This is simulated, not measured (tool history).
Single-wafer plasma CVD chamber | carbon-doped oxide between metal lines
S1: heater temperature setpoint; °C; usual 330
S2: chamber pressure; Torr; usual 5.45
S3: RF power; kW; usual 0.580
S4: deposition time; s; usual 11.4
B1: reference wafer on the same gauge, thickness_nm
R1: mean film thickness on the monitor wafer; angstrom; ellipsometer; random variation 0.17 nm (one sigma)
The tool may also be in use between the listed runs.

run 1 day=0.000 | S1=330 S2=5.90 S3=0.580 S4=11.4 | B1=54.722 | R1=670.85
run 2 day=1.838 | S1=330 S2=5.90 S3=0.580 S4=11.4 | B1=54.732 | R1=668.08
run 3 day=4.488 | S1=330 S2=5.90 S3=0.580 S4=11.4 | B1=54.689 | R1=670.16
-- day=5.638 showerhead replaced
-- day=6.154 gauge calibrated
run 4 day=6.675 | S1=330 S2=5.45 S3=0.580 S4=11.4 | B1=54.741 | R1=664.43
-- day=7.471 thermocouple changed; heater temperature recalibrated
run 5 day=8.204 | S1=330 S2=5.45 S3=0.580 S4=11.4 | B1=54.710 | R1=662.51
run 6 day=10.979 | S1=330 S2=5.45 S3=0.580 S4=11.4 | B1=54.606 | R1=659.17
run 7 day=13.908 | S1=330 S2=5.45 S3=0.580 S4=11.4 | B1=54.700 | R1=661.20
run 8 day=15.688 | S1=330 S2=5.45 S3=0.580 S4=11.4 | B1=54.676 | R1=658.33
-- day=16.879 capacitance manometer re-zeroed and calibrated
run 9 day=17.996 | S1=330 S2=5.45 S3=0.580 S4=11.4 | B1=54.657 | R1=656.36
run 10 day=20.238 | S1=330 S2=5.45 S3=0.580 S4=12.7 | B1=54.686 | R1=732.24
run 11 day=22.388 | S1=345 S2=5.45 S3=0.580 S4=12.8 | B1=54.715 | R1=701.38
run 12 day=24.383 | S1=340 S2=6.57 S3=0.580 S4=9.8 | B1=54.759 | R1=555.30
run 13 day=26.792 | S1=330 S2=5.45 S3=0.580 S4=10.1 | B1=54.646 | R1=584.40

The next listed run, before its measurement:
-- day=27.967 RF generator calibrated
run 14 day=29.521 | S1=330 S2=5.45 S3=0.535 S4=10.0 | B1=? | R1=?

{"run 14": {"B1": 54.709, "R1": 567.46}}
Without the tool's hidden state the same run would have given R1 568.47 angstrom.
